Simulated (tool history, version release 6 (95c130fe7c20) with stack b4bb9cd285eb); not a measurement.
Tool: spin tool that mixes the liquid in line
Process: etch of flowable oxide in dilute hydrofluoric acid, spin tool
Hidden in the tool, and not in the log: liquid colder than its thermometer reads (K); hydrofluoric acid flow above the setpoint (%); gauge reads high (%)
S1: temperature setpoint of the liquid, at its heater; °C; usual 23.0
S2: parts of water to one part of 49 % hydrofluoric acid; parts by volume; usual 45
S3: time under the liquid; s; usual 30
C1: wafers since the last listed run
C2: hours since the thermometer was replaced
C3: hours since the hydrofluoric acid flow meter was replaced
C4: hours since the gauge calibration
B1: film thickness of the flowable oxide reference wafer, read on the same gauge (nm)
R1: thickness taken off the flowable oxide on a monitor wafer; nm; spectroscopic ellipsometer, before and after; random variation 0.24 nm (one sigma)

run,hour,S1,S2,S3,C1,C2,C3,C4,B1,R1
1,0.0,20.5,45,30,0,1646.2,679.4,1291.4,130.01,28.06
2,44.7,23.0,45,30,582,1690.9,724.1,1336.1,130.01,31.12
3,116.0,23.0,45,30,929,1762.2,795.4,1407.4,129.99,31.25
4,151.2,23.0,45,30,459,1797.4,830.6,1442.6,130.00,31.56
5,203.0,23.0,45,30,675,1849.2,882.4,1494.4,130.01,31.62
# hour 218.0: thermometer replaced
6,238.1,23.0,45,30,444,20.1,917.5,1529.5,130.00,31.85
# hour 257.2: gauge calibrated
7,296.9,23.0,35,30,766,78.9,976.3,39.7,129.98,41.50
# hour 299.1: hydrofluoric acid flow meter replaced
8,328.6,23.0,35,30,400,110.6,29.5,71.4,129.99,38.40
9,394.2,23.0,45,30,855,176.2,95.1,137.0,130.00,30.05
10,434.7,23.0,45,30,528,216.7,135.6,177.5,130.00,29.48
11,489.2,23.0,45,30,710,271.2,190.1,232.0,129.97,29.65
12,547.7,23.0,45,30,762,329.7,248.6,290.5,130.01,30.01
13,614.5,25.0,45,30,871,396.5,315.4,357.3,129.99,32.81
14,653.6,26.0,45,15,509,435.6,354.5,396.4,130.01,17.07
15,700.5,27.0,45,25,611,482.5,401.4,443.3,129.99,29.58
16,755.9,23.0,45,30,722,537.9,456.8,498.7,130.01,30.60
17,820.8,21.5,45,35,846,602.8,521.7,563.6,130.01,33.86
18,888.2,27.0,40,35,878,670.2,589.1,631.0,129.98,48.00
19,924.4,28.0,55,20,472,706.4,625.3,667.2,130.00,20.20
20,993.4,20.0,45,15,899,775.4,694.3,736.2,130.00,13.57
21,1037.4,19.5,40,25,573,819.4,738.3,780.2,129.99,25.25
22,1079.8,23.0,40,30,552,861.8,780.7,822.6,130.00,35.37
23,1148.9,21.0,60,30,901,930.9,849.8,891.7,130.00,21.08
24,1203.6,20.0,45,20,713,985.6,904.5,946.4,130.00,18.36
25,1230.5,21.5,60,30,350,1012.5,931.4,973.3,130.00,22.10
26,1254.7,21.0,45,30,315,1036.7,955.6,997.5,130.00,28.90
27,1295.0,24.5,40,20,525,1077.0,995.9,1037.8,130.00,25.34
# hour 1316.2: hydrofluoric acid flow meter replaced
28,1334.5,23.0,45,30,502,1116.5,18.3,1077.3,130.00,29.53
29,1386.4,19.5,35,15,676,1168.4,70.2,1129.2,130.00,16.62
30,1443.2,25.5,60,30,740,1225.2,127.0,1186.0,129.99,23.93
31,1467.7,26.5,45,35,319,1249.7,151.5,1210.5,129.99,39.97
# hour 1535.6: gauge calibrated
32,1538.7,23.0,45,30,925,1320.7,222.5,3.1,130.01,29.91
33,1600.6,26.0,30,30,807,1382.6,284.4,65.0,130.00,52.44

The same runs without the tool's hidden state, with the same run-to-run variation:
run,R1
1,26.58
2,29.38
3,29.37
4,29.59
5,29.54
6,29.68
7,38.57
8,38.28
9,29.82
10,29.16
11,29.22
12,29.45
13,32.05
14,16.63
15,28.72
16,29.60
17,32.61
18,46.02
19,19.30
20,12.92
21,23.97
22,33.49
23,19.84
24,17.23
25,20.69
26,27.03
27,23.64
28,29.40
29,16.49
30,23.63
31,39.41
32,29.34
33,51.25

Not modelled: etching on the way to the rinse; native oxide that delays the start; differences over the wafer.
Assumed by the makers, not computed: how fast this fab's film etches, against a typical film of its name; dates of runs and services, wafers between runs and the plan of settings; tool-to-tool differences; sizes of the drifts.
